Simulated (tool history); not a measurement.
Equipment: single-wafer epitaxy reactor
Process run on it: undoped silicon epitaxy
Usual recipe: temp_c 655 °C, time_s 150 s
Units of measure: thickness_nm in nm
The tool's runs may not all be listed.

| run | hour | temp_c | time_s | wafers since the last listed run | hours since the last pyrometer calibration | hours since the gauge calibration | read-back reference wafer on the same gauge, thickness_nm | thickness_nm |
|---|---|---|---|---|---|---|---|---|
| 1 | 0.0 | 661 | 130 | 0 | 332.2 | 886.6 | 24.138 | 27.226 |
|  | 20.0 | gauge calibrated |
| 2 | 62.0 | 661 | 130 | 857 | 394.2 | 42.0 | 24.062 | 27.213 |
| 3 | 97.0 | 655 | 150 | 484 | 429.2 | 77.0 | 24.104 | 27.404 |
| 4 | 143.6 | 665 | 150 | 644 | 475.8 | 123.6 | 24.127 | 34.210 |
| 5 | 195.1 | 665 | 150 | 712 | 527.3 | 175.1 | 24.102 | 34.006 |
| 6 | 223.4 | 655 | 150 | 391 | 555.6 | 203.4 | 24.078 | 27.687 |
| 7 | 256.5 | 655 | 150 | 457 | 588.7 | 236.5 | 24.034 | 27.552 |
| 8 | 312.7 | 655 | 150 | 777 | 644.9 | 292.7 | 24.016 | 27.511 |
| 9 | 349.7 | 655 | 150 | 511 | 681.9 | 329.7 | 24.170 | 27.249 |
| 10 | 379.7 | 655 | 150 | 415 | 711.9 | 359.7 | 24.104 | 27.854 |
| 11 | 438.2 | 655 | 174 | 809 | 770.4 | 418.2 | 24.108 | 31.696 |
| 12 | 475.6 | 655 | 174 | 517 | 807.8 | 455.6 | 24.097 | 31.649 |
| 13 | 530.4 | 665 | 150 | 758 | 862.6 | 510.4 | 24.124 | 34.017 |
| 14 | 565.9 | 655 | 137 | 491 | 898.1 | 545.9 | 24.184 | 25.006 |
| 15 | 622.2 | 661 | 170 | 778 | 954.4 | 602.2 | 24.108 | 35.610 |
| 16 | 687.5 | 655 | 133 | 903 | 1019.7 | 667.5 | 24.038 | 24.486 |
|  | 724.0 | pyrometer calibrated |
| 17 | 729.1 | 645 | 139 | 464 | 5.1 | 709.1 | 24.099 | 20.596 |
| 18 | 759.5 | 667 | 140 | 420 | 35.5 | 739.5 | 24.070 | 33.158 |
|  | 760.3 | gauge calibrated |
| 19 | 809.7 | 667 | 140 | 694 | 85.7 | 49.4 | 24.017 | 33.155 |
| 20 | 845.0 | 648 | 163 | 488 | 121.0 | 84.7 | 24.054 | 25.848 |

Estimate the outcome of run 21 from the log above:
| 21 | 914.7 | 655 | 150 | 964 | 190.7 | 154.4 | ? | ? |

read-back reference wafer on the same gauge, thickness_nm: 24.123
thickness_nm: 27.459 nm
The same run, on a tool lacking any hidden state, would have yielded thickness_nm 27.459 nm.
